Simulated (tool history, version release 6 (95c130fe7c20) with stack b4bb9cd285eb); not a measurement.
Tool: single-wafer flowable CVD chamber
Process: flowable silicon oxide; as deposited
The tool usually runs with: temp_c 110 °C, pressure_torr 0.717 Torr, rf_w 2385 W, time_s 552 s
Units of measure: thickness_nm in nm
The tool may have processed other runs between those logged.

run,hour,temp_c,pressure_torr,rf_w,time_s,"read-back reference wafer on the same gauge, thickness_nm",thickness_nm
1,0,110,0.717,2385,636,218.77,266.484
2,49.3,110,0.717,2270,552,218.775,229.441
3,92.9,110,0.717,2270,552,219.067,230.667
4,135.3,110,0.717,2270,552,219.1,227.863
5,236.2,110,0.717,2385,552,218.939,233.406
6,280.7,110,0.717,2385,552,218.817,232.267
# hour 337.7: gauge calibrated
7,351.5,110,0.717,2385,552,219.408,235.144
8,401.3,110,0.717,2385,552,218.885,233.304
9,493.1,106,0.717,2385,519,218.778,250.729
10,592,106,0.717,2385,519,219.252,248.77
# hour 793.2: RF generator calibrated
11,883.1,125,0.613,2385,552,218.991,133.55
12,975,110,0.717,2270,552,218.924,236.476
13,1043.7,110,0.84,2805,552,219.153,283.806
# hour 1061.8: showerhead replaced
14,1085.3,117,0.796,2385,552,218.708,214.719
15,1150.4,121,0.594,2115,552,218.603,140.492
16,1216.7,110,0.717,2385,552,218.772,238.063
# hour 1235.1: capacitance manometer re-zeroed and calibrated
17,1305.6,110,0.717,2770,617,219.256,268.956
18,1395.4,101,0.607,2005,512,219.139,236.47
# hour 1435.4: thermocouple changed; heater temperature recalibrated
19,1482.8,110,0.84,2805,552,219.191,270.5
20,1569.4,116,0.863,2385,506,218.931,210.906
21,1667.2,117,0.717,2385,462,218.509,156.759
22,1771.2,110,0.717,2385,552,219.22,230.005
23,1876.3,110,0.789,2385,552,219.076,256.775
24,1954.5,100,0.555,2385,452,219.043,200.19
25,2043,110,0.717,2385,552,219.32,233.523
26,2147.1,110,0.717,2385,552,219.647,233.941

What will run 27 give?
27,2204.9,125,0.597,2385,480,?,?

{"run 27": {"read-back reference wafer on the same gauge, thickness_nm": 218.689, "thickness_nm": 112.335}}
Were there no unlogged condition in the tool, this run, its random variation unchanged, would have produced thickness_nm 108.082 nm.
